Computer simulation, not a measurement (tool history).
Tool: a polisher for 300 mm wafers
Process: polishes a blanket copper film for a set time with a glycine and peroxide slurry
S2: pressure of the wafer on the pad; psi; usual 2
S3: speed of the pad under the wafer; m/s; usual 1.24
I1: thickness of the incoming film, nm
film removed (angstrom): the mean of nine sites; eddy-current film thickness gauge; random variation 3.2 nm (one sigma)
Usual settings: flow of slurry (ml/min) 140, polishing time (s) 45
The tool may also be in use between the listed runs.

run 1 hour=0 | flow_of_slurry_(ml/min)=140 S2=2 S3=1.24 polishing_time_(s)=45 | I1=2064.6 | film_removed_(angstrom)=2214
run 2 hour=54 | flow_of_slurry_(ml/min)=140 S2=2 S3=1.24 polishing_time_(s)=45 | I1=2025.9 | film_removed_(angstrom)=2277
run 3 hour=143.8 | flow_of_slurry_(ml/min)=140 S2=2 S3=1.24 polishing_time_(s)=45 | I1=2027.6 | film_removed_(angstrom)=2271
-- hour=157 worn pad replaced by a new one
run 4 hour=199.5 | flow_of_slurry_(ml/min)=140 S2=2 S3=1.24 polishing_time_(s)=45 | I1=2072.4 | film_removed_(angstrom)=2342
-- hour=221.4 head pressure recalibrated
run 5 hour=273.2 | flow_of_slurry_(ml/min)=160 S2=2 S3=1.24 polishing_time_(s)=45 | I1=2030.8 | film_removed_(angstrom)=2325
run 6 hour=358 | flow_of_slurry_(ml/min)=140 S2=2.3 S3=1.24 polishing_time_(s)=45 | I1=2048.4 | film_removed_(angstrom)=2558
run 7 hour=425.9 | flow_of_slurry_(ml/min)=140 S2=2.3 S3=1.24 polishing_time_(s)=45 | I1=2044.8 | film_removed_(angstrom)=2426
run 8 hour=482 | flow_of_slurry_(ml/min)=140 S2=2.3 S3=1.24 polishing_time_(s)=45 | I1=2056.4 | film_removed_(angstrom)=2508
run 9 hour=578.5 | flow_of_slurry_(ml/min)=140 S2=1.8 S3=1.36 polishing_time_(s)=45 | I1=2043.4 | film_removed_(angstrom)=2335
-- hour=587.9 slurry nozzle cleaned
run 10 hour=641.3 | flow_of_slurry_(ml/min)=140 S2=1.8 S3=1.36 polishing_time_(s)=45 | I1=2037.2 | film_removed_(angstrom)=2301
run 11 hour=681.7 | flow_of_slurry_(ml/min)=140 S2=2 S3=1.24 polishing_time_(s)=45 | I1=2006.6 | film_removed_(angstrom)=2268
run 12 hour=781.5 | flow_of_slurry_(ml/min)=140 S2=2 S3=1.24 polishing_time_(s)=45 | I1=2025.6 | film_removed_(angstrom)=2315
-- hour=807.7 worn pad replaced by a new one
run 13 hour=821.3 | flow_of_slurry_(ml/min)=140 S2=2.4 S3=1.06 polishing_time_(s)=45 | I1=2034.5 | film_removed_(angstrom)=2275
run 14 hour=865 | flow_of_slurry_(ml/min)=140 S2=1.5 S3=1.24 polishing_time_(s)=31 | I1=2065.4 | film_removed_(angstrom)=1331
-- hour=904.2 head pressure recalibrated
run 15 hour=926.3 | flow_of_slurry_(ml/min)=95 S2=2.6 S3=1.24 polishing_time_(s)=51 | I1=2054.3 | film_removed_(angstrom)=2734
run 16 hour=963.6 | flow_of_slurry_(ml/min)=95 S2=1.4 S3=0.98 polishing_time_(s)=51 | I1=2036.1 | film_removed_(angstrom)=1614
run 17 hour=1028.2 | flow_of_slurry_(ml/min)=140 S2=1.5 S3=0.88 polishing_time_(s)=45 | I1=2069.2 | film_removed_(angstrom)=1569
run 18 hour=1074 | flow_of_slurry_(ml/min)=180 S2=2 S3=1.66 polishing_time_(s)=45 | I1=2036.9 | film_removed_(angstrom)=2993
run 19 hour=1144.2 | flow_of_slurry_(ml/min)=155 S2=1.5 S3=1.24 polishing_time_(s)=45 | I1=2031.9 | film_removed_(angstrom)=1998
run 20 hour=1247.7 | flow_of_slurry_(ml/min)=140 S2=2.6 S3=1.04 polishing_time_(s)=60 | I1=2020.3 | film_removed_(angstrom)=3136
run 21 hour=1347.8 | flow_of_slurry_(ml/min)=140 S2=2 S3=1.24 polishing_time_(s)=45 | I1=2042.7 | film_removed_(angstrom)=2282
-- hour=1349.1 slurry nozzle cleaned
run 22 hour=1402 | flow_of_slurry_(ml/min)=140 S2=2 S3=1.24 polishing_time_(s)=45 | I1=2018.4 | film_removed_(angstrom)=2259
-- hour=1500.6 worn pad replaced by a new one
run 23 hour=1503.8 | flow_of_slurry_(ml/min)=140 S2=1.4 S3=1.24 polishing_time_(s)=56 | I1=2068.3 | film_removed_(angstrom)=2259
run 24 hour=1545.6 | flow_of_slurry_(ml/min)=140 S2=2.5 S3=1.24 polishing_time_(s)=29 | I1=2063.3 | film_removed_(angstrom)=1695
run 25 hour=1588.6 | flow_of_slurry_(ml/min)=140 S2=2 S3=1.24 polishing_time_(s)=45 | I1=2060.1 | film_removed_(angstrom)=2323
run 26 hour=1684.8 | flow_of_slurry_(ml/min)=140 S2=2 S3=1.24 polishing_time_(s)=45 | I1=2026.5 | film_removed_(angstrom)=2299
-- hour=1761 head pressure recalibrated
run 27 hour=1783.9 | flow_of_slurry_(ml/min)=125 S2=2.6 S3=1.24 polishing_time_(s)=53 | I1=2024.7 | film_removed_(angstrom)=3176
run 28 hour=1861.8 | flow_of_slurry_(ml/min)=140 S2=2 S3=1.24 polishing_time_(s)=59 | I1=2055.1 | film_removed_(angstrom)=3006
run 29 hour=1955.1 | flow_of_slurry_(ml/min)=95 S2=2.7 S3=0.98 polishing_time_(s)=55 | I1=2035.6 | film_removed_(angstrom)=2597
run 30 hour=2019.9 | flow_of_slurry_(ml/min)=165 S2=1.6 S3=1.24 polishing_time_(s)=45 | I1=2015.9 | film_removed_(angstrom)=2061
run 31 hour=2066.7 | flow_of_slurry_(ml/min)=140 S2=2.5 S3=1.24 polishing_time_(s)=45 | I1=1994.8 | film_removed_(angstrom)=2635
-- hour=2129.5 slurry nozzle cleaned
run 32 hour=2134.2 | flow_of_slurry_(ml/min)=140 S2=1.7 S3=1.52 polishing_time_(s)=45 | I1=2035.8 | film_removed_(angstrom)=2382
run 33 hour=2326.5 | flow_of_slurry_(ml/min)=125 S2=2.4 S3=1.08 polishing_time_(s)=37 | I1=2024.1 | film_removed_(angstrom)=1861
-- hour=2337.1 worn pad replaced by a new one
run 34 hour=2376.6 | flow_of_slurry_(ml/min)=140 S2=2 S3=1.04 polishing_time_(s)=45 | I1=2045.2 | film_removed_(angstrom)=1997
-- hour=2435 head pressure recalibrated
run 35 hour=2452.4 | flow_of_slurry_(ml/min)=140 S2=2 S3=1.48 polishing_time_(s)=60 | I1=2044.5 | film_removed_(angstrom)=3529
run 36 hour=2530.4 | flow_of_slurry_(ml/min)=140 S2=2 S3=1.24 polishing_time_(s)=45 | I1=2021.4 | film_removed_(angstrom)=2262
run 37 hour=2636.1 | flow_of_slurry_(ml/min)=165 S2=2 S3=1.24 polishing_time_(s)=45 | I1=2077 | film_removed_(angstrom)=2373

What the log doesn't show, run by run:
removal rate lost through wear of the pad, %: 0 in every run
slurry flow missing at the pad, %: 0 in every run
deviation of the head's pressure from its setpoint, %: 0 in every run

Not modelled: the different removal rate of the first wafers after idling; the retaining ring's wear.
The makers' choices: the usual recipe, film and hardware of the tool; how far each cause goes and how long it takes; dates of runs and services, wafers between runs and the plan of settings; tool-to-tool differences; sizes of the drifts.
